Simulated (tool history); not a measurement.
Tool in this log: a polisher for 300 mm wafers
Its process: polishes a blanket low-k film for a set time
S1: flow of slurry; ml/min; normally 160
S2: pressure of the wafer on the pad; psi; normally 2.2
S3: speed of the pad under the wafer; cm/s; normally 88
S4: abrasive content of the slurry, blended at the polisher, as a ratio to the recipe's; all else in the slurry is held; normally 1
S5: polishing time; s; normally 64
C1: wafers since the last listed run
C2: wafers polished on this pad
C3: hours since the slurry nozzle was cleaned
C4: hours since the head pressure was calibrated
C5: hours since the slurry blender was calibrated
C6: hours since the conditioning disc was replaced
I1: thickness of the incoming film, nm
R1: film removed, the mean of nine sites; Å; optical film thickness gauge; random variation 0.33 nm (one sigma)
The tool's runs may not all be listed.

run   hour   S1   S2   S3    S4  S5   C1    C2     C3     C4     C5     C6     I1   R1
  1      0  160  2.2   88     1  64    0  1249  207.9  737.9    0.5   96.2  788.4  229
       5.3  -- worn pad replaced by a new one, of another model than before
  2   16.6  160  2.2   88     1  64  164   147  224.5  754.5   17.1  112.8    786  232
      23.5  -- conditioning disc replaced and pad reconditioned
  3   32.8  160  2.2   88     1  64  185   333  240.7  770.7   33.3    9.3  793.8  246
  4   48.4  160  2.2   88     1  64  203   537  256.3  786.3   48.9   24.9  781.7  243
  5   62.1  160  2.2   88     1  64  179   716    270    800   62.6   38.6  791.1  244
  6     75  160  2.2   88   0.8  64  168   884  282.9  812.9   75.5   51.5  788.7  220
      81.7  -- slurry nozzle cleaned
  7   82.2  160  2.2   88   0.8  64   81   965    0.5  820.1   82.7   58.7  790.3  216
      85.4  -- head pressure recalibrated
  8   89.3  160  2.2   88     1  58   66  1032    7.6    3.9   89.8   65.8  788.1  220
  9  105.5  160  2.2   88     1  64  211  1244   23.8   20.1    106     82  791.3  233
 10  122.3  160  2.2  102     1  64  219  1463   40.6   36.9  122.8   98.8  802.1  245
       127  -- worn pad replaced by a new one
 11  134.7  160  1.5  106     1  64  109   100     53   49.3  135.2  111.2  799.9  193
 12  146.1  130  2.8   98     1  53  148   249   64.4   60.7  146.6  122.6  783.5  227
 13  152.9  160  2.2   88     1  64   88   338   71.2   67.5  153.4  129.4  798.1  225
     162.3  -- conditioning disc replaced and pad reconditioned
 14  162.8  105  2.2   88   0.9  86  103   441   81.1   77.4  163.3    0.5  796.3  308
 15  193.9  160  2.2   96     1  64  406   848  112.2  108.5  194.4   31.6  789.2  244
 16  201.6  205  2.2   88     1  43  100   948  119.9  116.2  202.1   39.3  797.3  162
 17  210.8  125  1.8  116     1  64  120  1068  129.1  125.4  211.3   48.5  790.1  236
 18  221.4  160  2.2  114     1  64  138  1207  139.7    136  221.9   59.1  771.7  257
     229.2  -- worn pad replaced by a new one
 19  234.7  195  2.7  104     1  70  121    72    153  149.3  235.2   72.4  793.8  332
 20  243.4  145  2.2   98     1  64  113   185  161.7    158  243.9   81.1  794.3  245
 21  260.3  160  2.2   88     1  64  220   406  178.6  174.9  260.8     98  772.3  229
       276  -- conditioning disc replaced and pad reconditioned
 22  277.8  160  1.7   88     1  44  202   609  196.1  192.4  278.3    1.8  792.7  142
     286.1  -- slurry blender recalibrated
 23  289.4  160  2.2   88     1  64  125   734  207.7    204    3.3   13.4  799.1  251
     337.9  -- worn pad replaced by a new one
 24  338.4  160  2.2   88     1  64  588     6  256.7    253   52.3   62.4  787.8  232
 25  352.5  160  2.2   88     1  75  184   190  270.8  267.1   66.4   76.5  794.7  280
 26  368.6  160  2.6   88  0.75  70  210   400  286.9  283.2   82.5   92.6  792.8  257

Predict each of these 4 candidate next runs independently; none follows another, all start after run 26:
  A   369  160  2.2   88    1  64   5  405  287.3  283.6  82.9  93  775.5   ?
  B   369  160  2.2   88  0.9  57   5  405  287.3  283.6  82.9  93  775.5   ?
  C   369  215  1.8   88    1  64   5  405  287.3  283.6  82.9  93  775.5   ?
  D   369  125  2.2  108    1  64   5  405  287.3  283.6  82.9  93  775.5   ?

run   R1
  A  232
  B  200
  C  207
  D  248
Had the tool no hidden state, the same runs would have come out as:
run   R1
  A  251
  B  216
  C  222
  D  270

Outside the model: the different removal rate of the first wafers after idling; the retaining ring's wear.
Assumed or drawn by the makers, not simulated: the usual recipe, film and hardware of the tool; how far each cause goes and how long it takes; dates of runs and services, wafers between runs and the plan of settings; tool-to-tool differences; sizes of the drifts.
